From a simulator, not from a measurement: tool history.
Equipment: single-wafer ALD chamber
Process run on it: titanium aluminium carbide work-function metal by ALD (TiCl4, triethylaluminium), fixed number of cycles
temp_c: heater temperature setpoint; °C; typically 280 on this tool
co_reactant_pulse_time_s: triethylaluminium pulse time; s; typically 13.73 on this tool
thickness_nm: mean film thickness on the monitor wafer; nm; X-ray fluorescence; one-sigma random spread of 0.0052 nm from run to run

| run | hour | temp_c | co_reactant_pulse_time_s | wafers since the last listed run | hours since the last thermocouple change | hours since the last triethylaluminium bottle change | hours since the showerhead was replaced | hours since the gauge calibration | read-back reference wafer on the same gauge, thickness_nm | thickness_nm |
|---|---|---|---|---|---|---|---|---|---|---|
| 1 | 0 | 280 | 13.73 | 0 | 309.4 | 496.5 | 3058.4 | 429.3 | 1.656 | 2.047 |
| 2 | 64.3 | 269 | 13.73 | 823 | 373.7 | 560.8 | 3122.7 | 493.6 | 1.657 | 1.94 |
| 3 | 134.7 | 270 | 17.58 | 901 | 444.1 | 631.2 | 3193.1 | 564 | 1.656 | 1.952 |
| 4 | 203.3 | 270 | 17.58 | 878 | 512.7 | 699.8 | 3261.7 | 632.6 | 1.659 | 1.949 |
| 5 | 267.6 | 292 | 13.73 | 823 | 577 | 764.1 | 3326 | 696.9 | 1.659 | 2.18 |
| 6 | 321.1 | 292 | 13.73 | 684 | 630.5 | 817.6 | 3379.5 | 750.4 | 1.661 | 2.193 |
| 7 | 384.5 | 280 | 13.73 | 811 | 693.9 | 881 | 3442.9 | 813.8 | 1.661 | 2.059 |
| 8 | 449.4 | 280 | 13.73 | 830 | 758.8 | 945.9 | 3507.8 | 878.7 | 1.663 | 2.067 |
| 9 | 514.3 | 280 | 13.73 | 830 | 823.7 | 1010.8 | 3572.7 | 943.6 | 1.665 | 2.061 |
| 10 | 573 | 280 | 13.73 | 751 | 882.4 | 1069.5 | 3631.4 | 1002.3 | 1.667 | 2.063 |
|  | 581.6 | showerhead replaced |
| 11 | 637.4 | 280 | 9.95 | 721 | 946.8 | 1133.9 | 55.8 | 1066.7 | 1.668 | 2.037 |
| 12 | 669.9 | 280 | 9.95 | 415 | 979.3 | 1166.4 | 88.3 | 1099.2 | 1.669 | 2.042 |
| 13 | 724.5 | 280 | 13.73 | 698 | 1033.9 | 1221 | 142.9 | 1153.8 | 1.67 | 2.069 |
|  | 763.2 | thermocouple changed; heater temperature recalibrated |
| 14 | 763.7 | 280 | 13.73 | 399 | 0.5 | 1260.2 | 182.1 | 1193 | 1.673 | 2.063 |
| 15 | 827.2 | 270 | 10.33 | 812 | 64 | 1323.7 | 245.6 | 1256.5 | 1.674 | 1.949 |
| 16 | 865.8 | 276 | 8.25 | 494 | 102.6 | 1362.3 | 284.2 | 1295.1 | 1.675 | 1.982 |
| 17 | 907.8 | 268 | 13.73 | 537 | 144.6 | 1404.3 | 326.2 | 1337.1 | 1.677 | 1.946 |
| 18 | 949.7 | 276 | 17.7 | 536 | 186.5 | 1446.2 | 368.1 | 1379 | 1.679 | 2.041 |
| 19 | 996.1 | 287 | 11.3 | 593 | 232.9 | 1492.6 | 414.5 | 1425.4 | 1.679 | 2.136 |
|  | 1025.4 | triethylaluminium bottle replaced |
| 20 | 1025.9 | 280 | 13.73 | 279 | 262.7 | 0.5 | 444.3 | 1455.2 | 1.682 | 2.077 |
| 21 | 1065.6 | 291 | 13.73 | 508 | 302.4 | 40.2 | 484 | 1494.9 | 1.683 | 2.206 |
| 22 | 1097.4 | 270 | 8.63 | 407 | 334.2 | 72 | 515.8 | 1526.7 | 1.685 | 1.948 |
|  | 1150.6 | gauge calibrated |
| 23 | 1156.1 | 289 | 16.52 | 751 | 392.9 | 130.7 | 574.5 | 5.5 | 1.653 | 2.147 |
| 24 | 1223 | 275 | 15.77 | 856 | 459.8 | 197.6 | 641.4 | 72.4 | 1.653 | 1.995 |
| 25 | 1433.9 | 280 | 13.73 | 2699 | 670.7 | 408.5 | 852.3 | 283.3 | 1.652 | 2.05 |
| 26 | 1482 | 268 | 13.73 | 615 | 718.8 | 456.6 | 900.4 | 331.4 | 1.655 | 1.918 |
| 27 | 1551.5 | 284 | 15.3 | 889 | 788.3 | 526.1 | 969.9 | 400.9 | 1.655 | 2.095 |
| 28 | 1591.8 | 280 | 9.88 | 515 | 828.6 | 566.4 | 1010.2 | 441.2 | 1.656 | 2.025 |
| 29 | 1620.3 | 286 | 13.73 | 364 | 857.1 | 594.9 | 1038.7 | 469.7 | 1.655 | 2.112 |

5 ways to go on from here, each from the tool as it stands after run 29. What would each give?
| A | 1620.7 | 280 | 13.73 | 5 | 857.5 | 595.3 | 1039.1 | 470.1 | ? | ? |
| B | 1620.7 | 280 | 11.9 | 5 | 857.5 | 595.3 | 1039.1 | 470.1 | ? | ? |
| C | 1620.7 | 272 | 8.83 | 5 | 857.5 | 595.3 | 1039.1 | 470.1 | ? | ? |
| D | 1620.7 | 272 | 11.81 | 5 | 857.5 | 595.3 | 1039.1 | 470.1 | ? | ? |
| E | 1620.7 | 292 | 18.63 | 5 | 857.5 | 595.3 | 1039.1 | 470.1 | ? | ? |

| run | read-back reference wafer on the same gauge, thickness_nm | thickness_nm |
|---|---|---|
| A | 1.656 | 2.054 |
| B | 1.656 | 2.046 |
| C | 1.656 | 1.937 |
| D | 1.656 | 1.959 |
| E | 1.656 | 2.199 |
Take away the tool's hidden state, keep each run's random variation, and the runs would have read:
| run | thickness_nm |
|---|---|
| A | 2.047 |
| B | 2.039 |
| C | 1.93 |
| D | 1.952 |
| E | 2.191 |
